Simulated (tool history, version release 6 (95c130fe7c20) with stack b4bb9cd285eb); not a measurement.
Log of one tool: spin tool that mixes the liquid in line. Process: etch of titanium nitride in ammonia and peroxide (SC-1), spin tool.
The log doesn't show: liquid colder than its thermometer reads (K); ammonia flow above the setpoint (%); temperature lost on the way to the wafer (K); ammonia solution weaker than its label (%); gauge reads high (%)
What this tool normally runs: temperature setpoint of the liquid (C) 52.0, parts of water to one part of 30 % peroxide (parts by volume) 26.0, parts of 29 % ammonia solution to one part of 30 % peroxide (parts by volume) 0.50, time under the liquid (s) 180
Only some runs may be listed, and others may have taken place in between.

run   hour  temperature setpoint of the liquid (C)  parts of water to one part of 30 % peroxide (parts by volume)  parts of 29 % ammonia solution to one part of 30 % peroxide (parts by volume)  time under the liquid (s)  wafers since the last listed run  hours since the thermometer was replaced  hours since the ammonia flow meter was replaced  hours since the heated supply line was repaired  hours since the drum of ammonia solution was connected  hours since the gauge calibration  read-back film thickness of the titanium nitride reference wafer, read on the same gauge (nm)  thickness taken off the titanium nitride on a monitor wafer (nm)
  1    0.0                                    52.0                                                           26.0                                                                           0.40                        180                                 0                                    2533.7                                           1413.1                                            827.2                                                   672.4                             1067.3                                                                                          90.06                                                              6.02
      24.6  -- thermometer replaced
  2   34.8                                    52.0                                                           26.0                                                                           0.50                        180                               159                                      10.2                                           1447.9                                            862.0                                                   707.2                             1102.1                                                                                          90.00                                                              6.30
  3   57.2                                    52.0                                                           26.0                                                                           0.50                        180                               105                                      32.6                                           1470.3                                            884.4                                                   729.6                             1124.5                                                                                          89.98                                                              6.32
  4   92.1                                    52.0                                                           26.0                                                                           0.55                        135                               164                                      67.5                                           1505.2                                            919.3                                                   764.5                             1159.4                                                                                          90.06                                                              4.79
  5  115.6                                    52.0                                                           14.5                                                                           0.75                        180                               110                                      91.0                                           1528.7                                            942.8                                                   788.0                             1182.9                                                                                          90.02                                                              9.37
  6  141.3                                    59.0                                                           17.0                                                                           0.60                        260                               120                                     116.7                                           1554.4                                            968.5                                                   813.7                             1208.6                                                                                          90.03                                                             19.21
  7  162.1                                    47.0                                                           38.5                                                                           0.35                        180                                97                                     137.5                                           1575.2                                            989.3                                                   834.5                             1229.4                                                                                          90.01                                                              3.30
     185.0  -- heated supply line repaired
  8  193.5                                    52.0                                                           26.0                                                                           0.50                        225                               143                                     168.9                                           1606.6                                              8.5                                                   865.9                             1260.8                                                                                          90.01                                                              8.23
     200.4  -- ammonia flow meter replaced
  9  205.5                                    52.0                                                           26.0                                                                           0.50                        255                                51                                     180.9                                              5.1                                             20.5                                                   877.9                             1272.8                                                                                          90.02                                                              9.09
 10  231.2                                    52.0                                                           36.5                                                                           0.50                        115                               120                                     206.6                                             30.8                                             46.2                                                   903.6                             1298.5                                                                                          90.01                                                              3.38
 11  249.9                                    59.0                                                           17.0                                                                           0.70                        115                                88                                     225.3                                             49.5                                             64.9                                                   922.3                             1317.2                                                                                          90.02                                                              8.84
     261.0  -- gauge calibrated
     273.4  -- new drum of ammonia solution connected
 12  279.8                                    52.0                                                           26.0                                                                           0.50                        230                               136                                     255.2                                             79.4                                             94.8                                                     6.4                               18.8                                                                                          90.00                                                              8.27
 13  296.1                                    60.5                                                           26.0                                                                           0.65                        180                                76                                     271.5                                             95.7                                            111.1                                                    22.7                               35.1                                                                                          90.00                                                             11.91
 14  322.6                                    52.0                                                           26.0                                                                           0.50                         70                               124                                     298.0                                            122.2                                            137.6                                                    49.2                               61.6                                                                                          90.02                                                              2.48
 15  355.1                                    52.0                                                           13.0                                                                           0.70                        245                               152                                     330.5                                            154.7                                            170.1                                                    81.7                               94.1                                                                                          89.96                                                             13.55
 16  384.5                                    45.5                                                           26.0                                                                           0.50                        180                               138                                     359.9                                            184.1                                            199.5                                                   111.1                              123.5                                                                                          90.02                                                              4.06
 17  402.3                                    44.0                                                           29.5                                                                           0.25                        180                                83                                     377.7                                            201.9                                            217.3                                                   128.9                              141.3                                                                                          90.01                                                              2.97
 18  433.1                                    52.0                                                           26.0                                                                           0.50                        180                               144                                     408.5                                            232.7                                            248.1                                                   159.7                              172.1                                                                                          89.99                                                              6.40
 19  451.2                                    56.0                                                           22.5                                                                           0.30                        260                                85                                     426.6                                            250.8                                            266.2                                                   177.8                              190.2                                                                                          89.99                                                             11.89
 20  481.0                                    60.5                                                           26.0                                                                           0.65                        180                               140                                     456.4                                            280.6                                            296.0                                                   207.6                              220.0                                                                                          89.99                                                             11.78
 21  516.5                                    52.0                                                           26.0                                                                           0.50                        180                               167                                     491.9                                            316.1                                            331.5                                                   243.1                              255.5                                                                                          90.01                                                              6.34
 22  544.0                                    57.0                                                           26.0                                                                           0.50                        285                               129                                     519.4                                            343.6                                            359.0                                                   270.6                              283.0                                                                                          90.03                                                             14.13
 23  557.8                                    43.5                                                           32.5                                                                           0.70                        235                                64                                     533.2                                            357.4                                            372.8                                                   284.4                              296.8                                                                                          89.99                                                              4.26

Take each entry between the runs: how does the hidden state at the last listed run before it differ from the hidden state at the first listed run after it?
Run 1 -> run 2: thermometer replaced (hour 24.6)
  ammonia flow above the setpoint (%): 13 -> 13.3; temperature lost on the way to the wafer (K): 0.596 -> 0.619
  difference, measured minus the result without the unlogged condition, thickness taken off the titanium nitride on a monitor wafer (nm): -0.11 -> -0.13
Run 7 -> run 8: heated supply line repaired (hour 185.0)
  ammonia flow above the setpoint (%): 14.3 -> 14.6; temperature lost on the way to the wafer (K): 0.702 -> 0.0545
  difference, measured minus the result without the unlogged condition, thickness taken off the titanium nitride on a monitor wafer (nm): -0.08 -> +0.18
Run 8 -> run 9: ammonia flow meter replaced (hour 200.4)
  ammonia flow above the setpoint (%): 14.6 -> 1.62; temperature lost on the way to the wafer (K): 0.0545 -> 0.0624
  difference, measured minus the result without the unlogged condition, thickness taken off the titanium nitride on a monitor wafer (nm): +0.18 -> -0.01
Run 11 -> run 12: gauge calibrated (hour 261.0); new drum of ammonia solution connected (hour 273.4)
  ammonia flow above the setpoint (%): 1.98 -> 2.22; temperature lost on the way to the wafer (K): 0.0914 -> 0.111
  difference, measured minus the result without the unlogged condition, thickness taken off the titanium nitride on a monitor wafer (nm): -0.02 -> -0.03

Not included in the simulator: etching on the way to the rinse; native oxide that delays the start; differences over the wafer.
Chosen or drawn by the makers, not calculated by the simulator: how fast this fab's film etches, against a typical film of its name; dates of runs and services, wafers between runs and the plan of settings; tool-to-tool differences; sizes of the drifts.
